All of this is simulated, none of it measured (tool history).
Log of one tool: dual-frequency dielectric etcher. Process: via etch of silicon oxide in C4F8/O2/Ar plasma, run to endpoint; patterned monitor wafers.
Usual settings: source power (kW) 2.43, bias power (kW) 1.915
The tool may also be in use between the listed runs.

| run | hour | source power (kW) | bias power (kW) | wafers since the last listed run | hours since the last wet clean | hours since the last source power generator calibration | hours since the last bias power generator calibration | hours since the last upper electrode change | incoming incoming film thickness, nm | endpoint time (s) |
|---|---|---|---|---|---|---|---|---|---|---|
| 1 | 0 | 2.73 | 2.201 | 0 | 233.5 | 3615 | 2105 | 3717.3 | 1578.9 | 273.6 |
| 2 | 20.8 | 2.43 | 1.915 | 100 | 254.3 | 3635.8 | 2125.8 | 3738.1 | 1591.7 | 301.3 |
| 3 | 46.4 | 2.43 | 1.915 | 123 | 279.9 | 3661.4 | 2151.4 | 3763.7 | 1581.5 | 297.4 |
| 4 | 68.1 | 2.43 | 1.915 | 104 | 301.6 | 3683.1 | 2173.1 | 3785.4 | 1584.6 | 299 |
| 5 | 83.6 | 2.43 | 2.023 | 74 | 317.1 | 3698.6 | 2188.6 | 3800.9 | 1591 | 295 |
| 6 | 98.4 | 2.43 | 2.023 | 71 | 331.9 | 3713.4 | 2203.4 | 3815.7 | 1583.9 | 294.3 |
| 7 | 113.8 | 1.98 | 1.915 | 74 | 347.3 | 3728.8 | 2218.8 | 3831.1 | 1577.1 | 332.2 |
| 8 | 138.5 | 1.98 | 1.915 | 119 | 372 | 3753.5 | 2243.5 | 3855.8 | 1574.9 | 329.5 |
|  | 170.5 | source power generator calibrated |
| 9 | 171 | 1.98 | 1.915 | 137 | 404.5 | 0.5 | 2276 | 3888.3 | 1577 | 329.9 |
|  | 203.7 | wet clean of the chamber |
| 10 | 204.2 | 2.43 | 1.769 | 44 | 0.5 | 33.7 | 2309.2 | 3921.5 | 1589.7 | 315.6 |
| 11 | 216.7 | 2.43 | 1.579 | 60 | 13 | 46.2 | 2321.7 | 3934 | 1597.4 | 322.9 |
| 12 | 236.5 | 1.86 | 1.915 | 95 | 32.8 | 66 | 2341.5 | 3953.8 | 1563.6 | 352.2 |
| 13 | 255.5 | 2.1 | 2.112 | 91 | 51.8 | 85 | 2360.5 | 3972.8 | 1579.4 | 325.4 |
| 14 | 282.9 | 2.43 | 1.643 | 132 | 79.2 | 112.4 | 2387.9 | 4000.2 | 1565.1 | 313.7 |
|  | 294.4 | bias power generator calibrated |
|  | 313.4 | upper electrode replaced |
| 15 | 315.4 | 1.86 | 1.915 | 45 | 111.7 | 144.9 | 21 | 2 | 1572.6 | 351.1 |
| 16 | 343.4 | 2.43 | 1.915 | 135 | 139.7 | 172.9 | 49 | 30 | 1597.4 | 307.5 |
| 17 | 372.7 | 3.01 | 1.749 | 141 | 169 | 202.2 | 78.3 | 59.3 | 1583.1 | 277.5 |
| 18 | 385.5 | 2.43 | 1.915 | 61 | 181.8 | 215 | 91.1 | 72.1 | 1566.6 | 300.9 |
| 19 | 418.3 | 1.86 | 2.258 | 158 | 214.6 | 247.8 | 123.9 | 104.9 | 1587.3 | 339.9 |
| 20 | 450.4 | 2.69 | 1.915 | 154 | 246.7 | 279.9 | 156 | 137 | 1574.3 | 284.7 |
| 21 | 476.3 | 2.43 | 1.915 | 125 | 272.6 | 305.8 | 181.9 | 162.9 | 1587.8 | 300.9 |

A few steps of endpoint time (s) between consecutive runs. Split each: what settings, incoming material and random variation would produce without the hidden state, and what is left over for the hidden state, along with gauge scatter present in only one of the two compared results (measured, and without hidden state):
Hidden conditions of the tool in this case: etch rate over this chamber's usual, %; source power that arrives over what is set, %; bias power that arrives over what is set, %.
Run 6 -> 7: source power (kW) 2.43 -> 1.98, bias power (kW) 2.023 -> 1.915. endpoint time (s) +37.9: hidden state -1.9, all else +39.8.
Run 9 -> 10: source power (kW) 1.98 -> 2.43, bias power (kW) 1.915 -> 1.769, wet clean of the chamber. endpoint time (s) -14.3: hidden state +16.3, all else -30.6.
Run 15 -> 16: source power (kW) 1.86 -> 2.43. endpoint time (s) -43.6: hidden state -0.8, all else -42.8.
Run 19 -> 20: source power (kW) 1.86 -> 2.69, bias power (kW) 2.258 -> 1.915. endpoint time (s) -55.2: hidden state -0.1, all else -55.1.
